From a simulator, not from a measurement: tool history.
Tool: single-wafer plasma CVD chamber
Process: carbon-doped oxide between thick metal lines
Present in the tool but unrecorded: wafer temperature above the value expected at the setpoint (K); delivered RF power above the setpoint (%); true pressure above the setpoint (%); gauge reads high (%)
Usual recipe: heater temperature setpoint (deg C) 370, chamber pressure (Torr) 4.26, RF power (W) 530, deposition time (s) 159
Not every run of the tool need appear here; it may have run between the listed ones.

run,hour,heater temperature setpoint (deg C),chamber pressure (Torr),RF power (W),deposition time (s),wafers since the last listed run,hours since the last thermocouple change,hours since the last RF generator calibration,hours since the last manometer calibration,hours since the showerhead was replaced,hours since the gauge calibration,"read-back reference wafer on the same gauge, thickness_nm",mean film thickness on the monitor wafer (nm)
1,0.0,370,4.26,495,159,0,1160.8,2034.7,1717.0,5760.4,110.9,691.736,696.024
2,13.8,370,4.26,530,159,90,1174.6,2048.5,1730.8,5774.2,124.7,692.274,711.367
3,29.0,370,4.26,530,159,99,1189.8,2063.7,1746.0,5789.4,139.9,692.294,711.749
4,40.2,377,4.26,530,159,73,1201.0,2074.9,1757.2,5800.6,151.1,691.897,702.223
# hour 53.9: RF generator calibrated
# hour 54.6: capacitance manometer re-zeroed and calibrated
# hour 56.7: thermocouple changed; heater temperature recalibrated
5,57.2,370,4.26,530,150,40,0.5,3.3,2.6,5817.6,168.1,691.505,670.154
6,64.3,370,4.26,530,168,46,7.6,10.4,9.7,5824.7,175.2,691.433,750.874
7,70.5,370,4.26,530,168,40,13.8,16.6,15.9,5830.9,181.4,691.849,750.087
8,77.0,359,4.26,495,185,42,20.3,23.1,22.4,5837.4,187.9,691.881,825.406

Forecast run 9:
# hour 83.5: gauge calibrated
9,84.8,370,4.26,530,159,51,28.1,30.9,30.2,5845.2,1.3,?,?

Run 9 produced read-back reference wafer on the same gauge, thickness_nm 691.956, mean film thickness on the monitor wafer (nm) 710.753.
Had the tool carried no hidden state, the very same run would have given mean film thickness on the monitor wafer (nm) 710.753.
